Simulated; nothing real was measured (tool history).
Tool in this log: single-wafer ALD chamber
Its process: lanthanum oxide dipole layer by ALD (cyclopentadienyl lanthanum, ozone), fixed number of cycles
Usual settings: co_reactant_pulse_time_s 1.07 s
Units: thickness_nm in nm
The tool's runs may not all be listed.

run	hour	co_reactant_pulse_time_s	read-back reference wafer on the same gauge, thickness_nm	thickness_nm
1	0.0	1.07	0.531	0.490
2	24.7	1.07	0.530	0.489
3	57.2	1.07	0.529	0.488
4	86.8	1.28	0.529	0.503
5	101.9	1.28	0.529	0.504
6	114.5	1.32	0.528	0.506
7	150.5	1.07	0.528	0.484
8	164.5	1.07	0.527	0.486
9	249.9	0.90	0.526	0.470
10	262.9	0.90	0.525	0.469
# hour 271.3: gauge calibrated
11	278.3	0.90	0.541	0.482
12	301.1	1.07	0.541	0.500
# hour 309.1: ozone generator serviced
13	335.6	1.22	0.540	0.508
14	370.2	1.22	0.539	0.509
15	406.1	0.69	0.539	0.451
# hour 415.0: thermocouple changed; heater temperature recalibrated
16	425.0	0.73	0.538	0.460
17	446.6	1.07	0.538	0.497
# hour 472.5: showerhead replaced
18	476.5	0.91	0.538	0.479
19	505.9	0.84	0.537	0.470
20	530.6	0.80	0.536	0.468
21	553.5	1.07	0.536	0.495
22	570.9	0.77	0.536	0.463
23	589.6	1.30	0.535	0.512
24	619.0	0.83	0.534	0.468
25	637.3	0.81	0.534	0.465
26	653.7	0.66	0.534	0.446
27	667.7	1.41	0.534	0.515
28	696.6	1.20	0.533	0.499
29	730.1	1.07	0.533	0.491
30	749.0	0.83	0.532	0.467
31	776.4	0.78	0.531	0.459
32	795.6	1.47	0.531	0.516
33	809.5	1.24	0.531	0.503

5 options for the next run, each taken on its own from the tool as it stands now. Forecast them:
A	809.9	1.38	?	?
B	809.9	0.68	?	?
C	809.9	0.86	?	?
D	809.9	1.29	?	?
E	809.9	0.89	?	?

run	read-back reference wafer on the same gauge, thickness_nm	thickness_nm
A	0.531	0.513
B	0.531	0.448
C	0.531	0.471
D	0.531	0.508
E	0.531	0.474
Had the tool no hidden state, the same runs would have come out as:
run	thickness_nm
A	0.521
B	0.455
C	0.478
D	0.516
E	0.481

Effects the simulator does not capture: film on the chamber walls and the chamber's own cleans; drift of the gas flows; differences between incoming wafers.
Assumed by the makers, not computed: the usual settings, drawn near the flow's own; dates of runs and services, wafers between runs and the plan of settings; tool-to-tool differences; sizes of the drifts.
